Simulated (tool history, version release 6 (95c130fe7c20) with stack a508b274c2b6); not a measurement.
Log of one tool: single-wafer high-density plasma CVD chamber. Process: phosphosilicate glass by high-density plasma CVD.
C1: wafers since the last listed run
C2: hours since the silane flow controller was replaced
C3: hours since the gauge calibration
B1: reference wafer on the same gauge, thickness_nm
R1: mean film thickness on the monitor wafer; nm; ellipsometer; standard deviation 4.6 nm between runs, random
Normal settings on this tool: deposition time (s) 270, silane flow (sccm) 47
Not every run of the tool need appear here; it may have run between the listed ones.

Run 1, hour 0.0: usual settings; C1 0; C2 1049.6; C3 256.1; B1 1270.871. Result: R1 1057.808 nm.
Run 2, hour 15.8: usual settings but silane flow (sccm) 49; C1 149; C2 1065.4; C3 271.9; B1 1269.693. Result: R1 1106.476 nm.
Run 3, hour 28.7: usual settings but silane flow (sccm) 49; C1 122; C2 1078.3; C3 284.8; B1 1270.449. Result: R1 1106.138 nm.
Run 4, hour 39.0: usual settings; C1 97; C2 1088.6; C3 295.1; B1 1271.301. Result: R1 1061.481 nm.
Run 5, hour 45.0: usual settings; C1 56; C2 1094.6; C3 301.1; B1 1269.880. Result: R1 1058.639 nm.
Run 6, hour 62.2: usual settings; C1 163; C2 1111.8; C3 318.3; B1 1269.972. Result: R1 1069.446 nm.
Run 7, hour 80.9: usual settings but silane flow (sccm) 52; C1 177; C2 1130.5; C3 337.0; B1 1269.903. Result: R1 1167.807 nm.
Run 8, hour 90.3: usual settings but deposition time (s) 292; C1 89; C2 1139.9; C3 346.4; B1 1269.818. Result: R1 1150.271 nm.
Run 9, hour 107.7: usual settings but deposition time (s) 258; C1 165; C2 1157.3; C3 363.8; B1 1271.532. Result: R1 1011.150 nm.
Run 10, hour 123.7: usual settings but deposition time (s) 258; C1 151; C2 1173.3; C3 379.8; B1 1271.005. Result: R1 1005.652 nm.
Run 11, hour 138.5: usual settings but silane flow (sccm) 53; C1 140; C2 1188.1; C3 394.6; B1 1269.060. Result: R1 1196.915 nm.
Run 12, hour 148.5: usual settings but silane flow (sccm) 53; C1 94; C2 1198.1; C3 404.6; B1 1270.209. Result: R1 1186.701 nm.
Run 13, hour 161.7: usual settings but silane flow (sccm) 53; C1 125; C2 1211.3; C3 417.8; B1 1269.847. Result: R1 1188.254 nm.
Run 14, hour 173.2: usual settings; C1 109; C2 1222.8; C3 429.3; B1 1271.097. Result: R1 1056.301 nm.
Run 15, hour 195.9: usual settings; C1 215; C2 1245.5; C3 452.0; B1 1269.643. Result: R1 1053.447 nm.
Run 16, hour 203.8: usual settings but deposition time (s) 303, silane flow (sccm) 52; C1 74; C2 1253.4; C3 459.9; B1 1270.036. Result: R1 1309.855 nm.
Run 17, hour 247.9: usual settings; C1 418; C2 1297.5; C3 504.0; B1 1270.659. Result: R1 1049.284 nm.
Run 18, hour 257.1: usual settings; C1 87; C2 1306.7; C3 513.2; B1 1269.179. Result: R1 1046.911 nm.
Run 19, hour 271.3: usual settings; C1 134; C2 1320.9; C3 527.4; B1 1271.273. Result: R1 1046.757 nm.
Run 20, hour 279.4: usual settings; C1 76; C2 1329.0; C3 535.5; B1 1270.559. Result: R1 1046.284 nm.
Run 21, hour 292.6: usual settings but deposition time (s) 253, silane flow (sccm) 52; C1 125; C2 1342.2; C3 548.7; B1 1268.562. Result: R1 1090.819 nm.
Run 22, hour 309.7: usual settings but deposition time (s) 287, silane flow (sccm) 51; C1 162; C2 1359.3; C3 565.8; B1 1271.679. Result: R1 1209.722 nm.
Run 23, hour 324.2: usual settings but deposition time (s) 217; C1 137; C2 1373.8; C3 580.3; B1 1270.586. Result: R1 842.010 nm.
At hour 339.9: silane flow controller replaced.
Run 24, hour 340.4: usual settings but deposition time (s) 246; C1 77; C2 0.5; C3 596.5; B1 1270.163. Result: R1 1018.530 nm.
At hour 346.0: gauge calibrated.
Run 25, hour 366.2: usual settings but deposition time (s) 293; C1 244; C2 26.3; C3 20.2; B1 1270.162. Result: R1 1209.870 nm.
Run 26, hour 374.5: usual settings but deposition time (s) 253, silane flow (sccm) 52; C1 78; C2 34.6; C3 28.5; B1 1270.645. Result: R1 1161.193 nm.
Run 27, hour 399.5: usual settings but deposition time (s) 311, silane flow (sccm) 54; C1 237; C2 59.6; C3 53.5; B1 1269.389. Result: R1 1470.711 nm.

Run 28 comes next. What will it give?
Run 28, hour 409.3: usual settings but deposition time (s) 316, silane flow (sccm) 52; C1 92; C2 69.4; C3 63.3; B1 ?. Result: R1 ?.

{"run 28": {"B1": 1269.345, "R1": 1442.806}}
With no hidden state in the tool, this same run would have given R1 1445.166 nm.

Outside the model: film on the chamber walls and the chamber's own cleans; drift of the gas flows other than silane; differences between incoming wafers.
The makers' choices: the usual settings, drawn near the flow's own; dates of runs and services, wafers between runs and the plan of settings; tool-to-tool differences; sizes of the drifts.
